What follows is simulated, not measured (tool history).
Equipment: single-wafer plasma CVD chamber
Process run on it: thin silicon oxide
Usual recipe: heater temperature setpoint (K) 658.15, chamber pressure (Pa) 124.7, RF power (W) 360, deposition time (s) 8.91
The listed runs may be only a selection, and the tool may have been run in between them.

| run | hour | heater temperature setpoint (K) | chamber pressure (Pa) | RF power (W) | deposition time (s) | wafers since the last listed run | hours since the last thermocouple change | hours since the last RF generator calibration | hours since the last manometer calibration | hours since the showerhead was replaced | hours since the gauge calibration | read-back reference wafer on the same gauge, thickness_nm | mean film thickness on the monitor wafer (Å) |
|---|---|---|---|---|---|---|---|---|---|---|---|---|---|
| 1 | 0 | 655.15 | 124.7 | 320 | 8.91 | 0 | 1346.5 | 1353 | 639.5 | 2384.1 | 20.4 | 20.2 | 171.71 |
| 2 | 98.8 | 655.15 | 124.7 | 320 | 8.91 | 5043 | 1445.3 | 1451.8 | 738.3 | 2482.9 | 119.2 | 20.179 | 171.5 |
|  | 112.3 | thermocouple changed; heater temperature recalibrated |
| 3 | 173.9 | 655.15 | 124.7 | 320 | 8.91 | 3425 | 61.6 | 1526.9 | 813.4 | 2558 | 194.3 | 20.179 | 170.77 |
| 4 | 245.5 | 658.15 | 105.7 | 360 | 8.91 | 3655 | 133.2 | 1598.5 | 885 | 2629.6 | 265.9 | 20.204 | 164.22 |
| 5 | 295.4 | 658.15 | 112.5 | 300 | 10.41 | 2547 | 183.1 | 1648.4 | 934.9 | 2679.5 | 315.8 | 20.196 | 178.66 |
| 6 | 374.5 | 658.15 | 124.7 | 425 | 10.22 | 4038 | 262.2 | 1727.5 | 1014 | 2758.6 | 394.9 | 20.2 | 228.38 |
|  | 399.2 | showerhead replaced |
| 7 | 420.8 | 658.15 | 108.1 | 420 | 10.35 | 1955 | 308.5 | 1773.8 | 1060.3 | 21.6 | 441.2 | 20.207 | 209.39 |
| 8 | 462.2 | 651.15 | 100.1 | 315 | 8.44 | 2113 | 349.9 | 1815.2 | 1101.7 | 63 | 482.6 | 20.195 | 137.53 |
| 9 | 518.6 | 651.15 | 100.1 | 315 | 8.44 | 2879 | 406.3 | 1871.6 | 1158.1 | 119.4 | 539 | 20.214 | 137.51 |
| 10 | 624.4 | 658.15 | 113.5 | 295 | 8.91 | 5401 | 512.1 | 1977.4 | 1263.9 | 225.2 | 644.8 | 20.228 | 150.25 |
| 11 | 716.6 | 670.15 | 115.5 | 360 | 8.91 | 4706 | 604.3 | 2069.6 | 1356.1 | 317.4 | 737 | 20.236 | 170.29 |
| 12 | 786.5 | 658.15 | 124.7 | 360 | 8.91 | 3568 | 674.2 | 2139.5 | 1426 | 387.3 | 806.9 | 20.203 | 179.25 |
| 13 | 853.2 | 658.15 | 124.7 | 360 | 8.91 | 3405 | 740.9 | 2206.2 | 1492.7 | 454 | 873.6 | 20.214 | 179.51 |
|  | 885.2 | capacitance manometer re-zeroed and calibrated |
|  | 930.9 | RF generator calibrated |
| 14 | 931.4 | 658.15 | 101.2 | 360 | 8.91 | 3175 | 819.1 | 0.5 | 46.2 | 532.2 | 951.8 | 20.184 | 153.25 |
| 15 | 1029.5 | 668.15 | 107.7 | 335 | 7.82 | 5008 | 917.2 | 98.6 | 144.3 | 630.3 | 1049.9 | 20.195 | 132.9 |
| 16 | 1111.8 | 658.15 | 124.7 | 360 | 8.91 | 4201 | 999.5 | 180.9 | 226.6 | 712.6 | 1132.2 | 20.192 | 174.85 |
| 17 | 1209.9 | 658.15 | 94.5 | 360 | 7.44 | 5008 | 1097.6 | 279 | 324.7 | 810.7 | 1230.3 | 20.222 | 121.55 |
| 18 | 1262.2 | 658.15 | 124.7 | 360 | 8.91 | 2670 | 1149.9 | 331.3 | 377 | 863 | 1282.6 | 20.208 | 174.74 |
| 19 | 1346.1 | 658.15 | 139.6 | 360 | 7.96 | 4283 | 1233.8 | 415.2 | 460.9 | 946.9 | 1366.5 | 20.212 | 166.14 |
| 20 | 1429.8 | 658.15 | 124.7 | 360 | 8.91 | 4273 | 1317.5 | 498.9 | 544.6 | 1030.6 | 1450.2 | 20.203 | 174.71 |
|  | 1442.8 | RF generator calibrated, repeated, since the last time left the tool worse |
|  | 1443.3 | thermocouple changed; heater temperature recalibrated |
| 21 | 1516.8 | 658.15 | 124.7 | 430 | 8.91 | 4005 | 73.5 | 74 | 631.6 | 1117.6 | 1537.2 | 20.215 | 203.42 |
| 22 | 1558.2 | 658.15 | 95.9 | 395 | 8.91 | 2113 | 114.9 | 115.4 | 673 | 1159 | 1578.6 | 20.196 | 164.1 |
| 23 | 1637.4 | 658.15 | 109.7 | 360 | 8.13 | 4043 | 194.1 | 194.6 | 752.2 | 1238.2 | 1657.8 | 20.202 | 156.24 |
| 24 | 1745.7 | 651.15 | 105.3 | 405 | 9.57 | 5528 | 302.4 | 302.9 | 860.5 | 1346.5 | 1766.1 | 20.196 | 190.65 |
| 25 | 1803.8 | 655.15 | 124.7 | 320 | 8.91 | 2966 | 360.5 | 361 | 918.6 | 1404.6 | 1824.2 | 20.205 | 173.86 |
| 26 | 1878.3 | 651.15 | 124.7 | 360 | 8.91 | 3803 | 435 | 435.5 | 993.1 | 1479.1 | 1898.7 | 20.213 | 185.35 |

Run 27 comes next. What will it give?
| 27 | 1967.1 | 651.15 | 124.7 | 360 | 8.27 | 4533 | 523.8 | 524.3 | 1081.9 | 1567.9 | 1987.5 | ? | ? |

Run 27 came out at read-back reference wafer on the same gauge, thickness_nm 20.183, mean film thickness on the monitor wafer (Å) 173.74.
Were there no unlogged condition in the tool, this run, its random variation unchanged, would have produced mean film thickness on the monitor wafer (Å) 174.13.
